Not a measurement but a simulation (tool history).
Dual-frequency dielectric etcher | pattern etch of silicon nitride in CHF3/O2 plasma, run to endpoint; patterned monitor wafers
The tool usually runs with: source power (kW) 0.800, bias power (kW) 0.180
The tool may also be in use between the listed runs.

run	hour	source power (kW)	bias power (kW)	wafers since the last listed run	hours since the last wet clean	hours since the last source power generator calibration	hours since the last bias power generator calibration	hours since the last upper electrode change	incoming incoming film thickness, nm	endpoint time (s)
1	0.0	0.800	0.180	0	152.8	2010.5	1861.9	2140.2	74.7	42.6
2	42.7	0.800	0.180	548	195.5	2053.2	1904.6	2182.9	74.3	41.7
3	70.4	0.800	0.180	355	223.2	2080.9	1932.3	2210.6	74.3	42.1
4	118.0	0.800	0.180	611	270.8	2128.5	1979.9	2258.2	75.2	41.8
5	187.5	0.800	0.180	892	340.3	2198.0	2049.4	2327.7	75.5	41.9
6	255.4	0.800	0.148	872	408.2	2265.9	2117.3	2395.6	74.2	42.7
7	291.0	0.800	0.148	457	443.8	2301.5	2152.9	2431.2	74.3	43.3
8	325.5	0.800	0.148	443	478.3	2336.0	2187.4	2465.7	75.2	43.3
# hour 354.9: source power generator calibrated
# hour 378.9: upper electrode replaced
# hour 397.7: wet clean of the chamber
9	398.2	0.800	0.203	333	0.5	43.3	2260.1	19.3	74.7	41.7
# hour 456.5: bias power generator calibrated
10	537.1	0.710	0.192	1733	139.4	182.2	80.6	158.2	74.1	43.6
11	580.9	0.800	0.180	562	183.2	226.0	124.4	202.0	74.2	41.8
12	642.8	0.800	0.180	795	245.1	287.9	186.3	263.9	73.4	41.2
13	695.3	0.740	0.180	674	297.6	340.4	238.8	316.4	75.9	43.8
14	741.8	0.940	0.197	597	344.1	386.9	285.3	362.9	74.0	38.2
15	803.6	0.800	0.180	793	405.9	448.7	347.1	424.7	74.8	41.9
16	861.0	0.610	0.146	737	463.3	506.1	404.5	482.1	74.5	48.4

How the hidden state differs across the entries between the runs, from the last listed run before each to the first after it:
Logged between run 8 and run 9: source power generator calibrated (hour 354.9); upper electrode replaced (hour 378.9); wet clean of the chamber (hour 397.7)
  etch rate over this chamber's usual, %: 3.21 -> -0.666
  what was measured, less what the result would be without the hidden state, endpoint time (s): -1.4 -> +0.3
Logged between run 9 and run 10: bias power generator calibrated (hour 456.5)
  etch rate over this chamber's usual, %: -0.666 -> 0.308
  what was measured, less what the result would be without the hidden state, endpoint time (s): +0.3 -> -0.2

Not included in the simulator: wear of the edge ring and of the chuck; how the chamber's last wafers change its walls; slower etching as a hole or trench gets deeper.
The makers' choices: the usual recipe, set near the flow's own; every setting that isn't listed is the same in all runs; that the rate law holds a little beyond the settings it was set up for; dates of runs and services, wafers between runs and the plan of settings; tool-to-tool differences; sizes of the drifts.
